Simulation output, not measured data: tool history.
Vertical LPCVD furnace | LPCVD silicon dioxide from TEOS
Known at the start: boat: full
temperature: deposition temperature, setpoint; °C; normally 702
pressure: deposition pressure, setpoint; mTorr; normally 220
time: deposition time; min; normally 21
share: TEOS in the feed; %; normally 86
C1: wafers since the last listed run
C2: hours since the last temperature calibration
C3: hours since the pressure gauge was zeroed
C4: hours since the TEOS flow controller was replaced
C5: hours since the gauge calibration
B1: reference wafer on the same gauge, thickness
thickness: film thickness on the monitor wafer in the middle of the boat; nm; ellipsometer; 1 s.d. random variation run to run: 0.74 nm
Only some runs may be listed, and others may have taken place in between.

Run 1, day 0: usual settings; C1 0; C2 1604.4; C3 1509.7; C4 6167; C5 425.3; B1 126.09. Result: thickness 151.41 nm.
Run 2, day 0.354: usual settings; C1 139; C2 1612.9; C3 1518.2; C4 6175.5; C5 433.8; B1 126. Result: thickness 150.65 nm.
Run 3, day 0.888: usual settings; C1 210; C2 1625.7; C3 1531; C4 6188.3; C5 446.6; B1 126.06. Result: thickness 152.2 nm.
Run 4, day 1.633: usual settings but share 79 %; C1 294; C2 1643.6; C3 1548.9; C4 6206.2; C5 464.5; B1 126.22. Result: thickness 144.22 nm.
Run 5, day 2.042: usual settings but share 79 %; C1 161; C2 1653.4; C3 1558.7; C4 6216; C5 474.3; B1 126.17. Result: thickness 144.82 nm.
Run 6, day 2.725: usual settings but share 79 %; C1 269; C2 1669.8; C3 1575.1; C4 6232.4; C5 490.7; B1 126.4. Result: thickness 144.28 nm.
Run 7, day 3.283: usual settings but pressure 240 mTorr; C1 220; C2 1683.2; C3 1588.5; C4 6245.8; C5 504.1; B1 125.63. Result: thickness 158.16 nm.
Run 8, day 3.688: usual settings; C1 159; C2 1692.9; C3 1598.2; C4 6255.5; C5 513.8; B1 125.9. Result: thickness 151.78 nm.
Run 9, day 4.067: usual settings; C1 149; C2 1702; C3 1607.3; C4 6264.6; C5 522.9; B1 126.02. Result: thickness 149.95 nm.
Run 10, day 4.517: usual settings but temperature 712 °C, pressure 270 mTorr, time 27 min, share 75 %; C1 177; C2 1712.8; C3 1618.1; C4 6275.4; C5 533.7; B1 126.34. Result: thickness 251.46 nm.
Run 11, day 5.167: usual settings but share 72 %; C1 256; C2 1728.4; C3 1633.7; C4 6291; C5 549.3; B1 126.17. Result: thickness 136.45 nm.
Run 12, day 5.525: usual settings; C1 141; C2 1737; C3 1642.3; C4 6299.6; C5 557.9; B1 125.91. Result: thickness 150.1 nm.
At day 7.462: TEOS flow controller replaced.
Run 13, day 7.483: usual settings but pressure 275 mTorr, time 15 min; C1 377; C2 1784; C3 1689.3; C4 0.5; C5 604.9; B1 125.86. Result: thickness 120.78 nm.
At day 7.729: gauge calibrated.
Run 14, day 8.017: usual settings but temperature 697 °C; C1 210; C2 1796.8; C3 1702.1; C4 13.3; C5 6.9; B1 125.9. Result: thickness 134.73 nm.
At day 9.246: thermocouples replaced and temperature profile calibrated.
At day 9.746: pressure gauge zeroed.
Run 15, day 9.767: usual settings but temperature 709 °C, pressure 190 mTorr; C1 98; C2 12.5; C3 0.5; C4 55.3; C5 48.9; B1 125.92. Result: thickness 164.98 nm.
Run 16, day 9.921: usual settings; C1 60; C2 16.2; C3 4.2; C4 59; C5 52.6; B1 126. Result: thickness 151.13 nm.
Run 17, day 10.071: usual settings but share 94 %; C1 59; C2 19.8; C3 7.8; C4 62.6; C5 56.2; B1 125.77. Result: thickness 158.34 nm.
Run 18, day 10.446: usual settings but temperature 696 °C, pressure 175 mTorr, time 14.5 min, share 74 %; C1 147; C2 28.8; C3 16.8; C4 71.6; C5 65.2; B1 125.87. Result: thickness 74.22 nm.
Run 19, day 11.15: usual settings but temperature 705 °C, pressure 260 mTorr, share 95 %; C1 277; C2 45.7; C3 33.7; C4 88.5; C5 82.1; B1 126.18. Result: thickness 186.22 nm.
Run 20, day 11.683: usual settings but pressure 265 mTorr, time 13.5 min; C1 210; C2 58.5; C3 46.5; C4 101.3; C5 94.9; B1 125.86. Result: thickness 106.2 nm.
Run 21, day 12.246: usual settings but temperature 691 °C, pressure 235 mTorr; C1 221; C2 72; C3 60; C4 114.8; C5 108.4; B1 126.44. Result: thickness 119.85 nm.
Run 22, day 12.6: usual settings; C1 139; C2 80.5; C3 68.5; C4 123.3; C5 116.9; B1 126.01. Result: thickness 149.9 nm.
Run 23, day 14.321: usual settings; C1 678; C2 121.8; C3 109.8; C4 164.6; C5 158.2; B1 125.89. Result: thickness 150.16 nm.

Expected results for the next run?
Run 24, day 14.804: usual settings but time 23 min; C1 190; C2 133.4; C3 121.4; C4 176.2; C5 169.8; B1 ?. Result: thickness ?.

Run 24 came out at B1 126.33, thickness 164.63 nm.
Take away the tool's hidden state, keep the run-to-run variation as it was, and the same run would have given thickness 164.63 nm.
